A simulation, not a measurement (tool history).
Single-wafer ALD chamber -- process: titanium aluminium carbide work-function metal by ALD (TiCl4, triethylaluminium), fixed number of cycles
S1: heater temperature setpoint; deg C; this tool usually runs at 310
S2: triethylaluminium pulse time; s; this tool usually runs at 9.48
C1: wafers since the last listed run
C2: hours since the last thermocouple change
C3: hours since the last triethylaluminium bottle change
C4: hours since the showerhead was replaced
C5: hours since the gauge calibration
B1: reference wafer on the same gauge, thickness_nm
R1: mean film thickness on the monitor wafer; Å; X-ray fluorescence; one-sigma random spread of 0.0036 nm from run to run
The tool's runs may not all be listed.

Run 1, hour 0: usual settings but S2 8.21 s; C1 0; C2 2361.2; C3 529.3; C4 2805; C5 283.6; B1 2.031. Result: R1 17.18 Å.
Run 2, hour 14.7: usual settings but S1 321 deg C, S2 11.24 s; C1 249; C2 2375.9; C3 544; C4 2819.7; C5 298.3; B1 2.029. Result: R1 18.58 Å.
Run 3, hour 29.9: usual settings but S1 321 deg C, S2 11.24 s; C1 258; C2 2391.1; C3 559.2; C4 2834.9; C5 313.5; B1 2.03. Result: R1 18.61 Å.
Run 4, hour 45.8: usual settings but S1 303 deg C, S2 10.47 s; C1 270; C2 2407; C3 575.1; C4 2850.8; C5 329.4; B1 2.029. Result: R1 17.36 Å.
Run 5, hour 55.4: usual settings but S1 303 deg C, S2 10.47 s; C1 163; C2 2416.6; C3 584.7; C4 2860.4; C5 339; B1 2.03. Result: R1 17.26 Å.
Run 6, hour 67.6: usual settings but S1 303 deg C, S2 10.47 s; C1 207; C2 2428.8; C3 596.9; C4 2872.6; C5 351.2; B1 2.031. Result: R1 17.32 Å.
Run 7, hour 77: usual settings; C1 159; C2 2438.2; C3 606.3; C4 2882; C5 360.6; B1 2.028. Result: R1 17.56 Å.
Run 8, hour 88.1: usual settings; C1 188; C2 2449.3; C3 617.4; C4 2893.1; C5 371.7; B1 2.03. Result: R1 17.55 Å.
At hour 102.5: triethylaluminium bottle replaced.
Run 9, hour 103: usual settings; C1 117; C2 2464.2; C3 0.5; C4 2908; C5 386.6; B1 2.028. Result: R1 17.53 Å.
Run 10, hour 113.7: usual settings but S2 7.74 s; C1 181; C2 2474.9; C3 11.2; C4 2918.7; C5 397.3; B1 2.031. Result: R1 16.91 Å.
Run 11, hour 121.6: usual settings but S2 7.74 s; C1 134; C2 2482.8; C3 19.1; C4 2926.6; C5 405.2; B1 2.031. Result: R1 16.88 Å.
Run 12, hour 135.7: usual settings but S2 7.74 s; C1 239; C2 2496.9; C3 33.2; C4 2940.7; C5 419.3; B1 2.03. Result: R1 16.91 Å.
Run 13, hour 147.8: usual settings but S2 10.58 s; C1 205; C2 2509; C3 45.3; C4 2952.8; C5 431.4; B1 2.03. Result: R1 17.82 Å.
Run 14, hour 165.5: usual settings but S1 323 deg C; C1 300; C2 2526.7; C3 63; C4 2970.5; C5 449.1; B1 2.03. Result: R1 18.39 Å.
Run 15, hour 180.6: usual settings but S2 6.94 s; C1 256; C2 2541.8; C3 78.1; C4 2985.6; C5 464.2; B1 2.031. Result: R1 16.39 Å.
Run 16, hour 198.5: usual settings but S1 299 deg C, S2 6.67 s; C1 304; C2 2559.7; C3 96; C4 3003.5; C5 482.1; B1 2.031. Result: R1 15.54 Å.
At hour 202.3: gauge calibrated.
Run 17, hour 205.8: usual settings but S1 323 deg C, S2 8.39 s; C1 124; C2 2567; C3 103.3; C4 3010.8; C5 3.5; B1 2.031. Result: R1 18.02 Å.
Run 18, hour 223.7: usual settings but S1 321 deg C, S2 8.43 s; C1 304; C2 2584.9; C3 121.2; C4 3028.7; C5 21.4; B1 2.03. Result: R1 17.93 Å.
At hour 232.9: thermocouple changed; heater temperature recalibrated.
At hour 243.6: showerhead replaced.
Run 19, hour 244.1: usual settings but S1 315 deg C, S2 10.57 s; C1 74; C2 11.2; C3 141.6; C4 0.5; C5 41.8; B1 2.03. Result: R1 18.06 Å.
Run 20, hour 257.6: usual settings but S2 6.44 s; C1 229; C2 24.7; C3 155.1; C4 14; C5 55.3; B1 2.03. Result: R1 16.08 Å.

Estimate the outcome of run 21 from the log above:
Run 21, hour 271.2: usual settings but S1 298 deg C, S2 6 s; C1 231; C2 38.3; C3 168.7; C4 27.6; C5 68.9; B1 ?. Result: R1 ?.

For run 21 the tool returned B1 2.029, R1 14.96 Å.
On a tool with no hidden condition, and with the same random variation, this run would have come out at R1 14.96 Å.
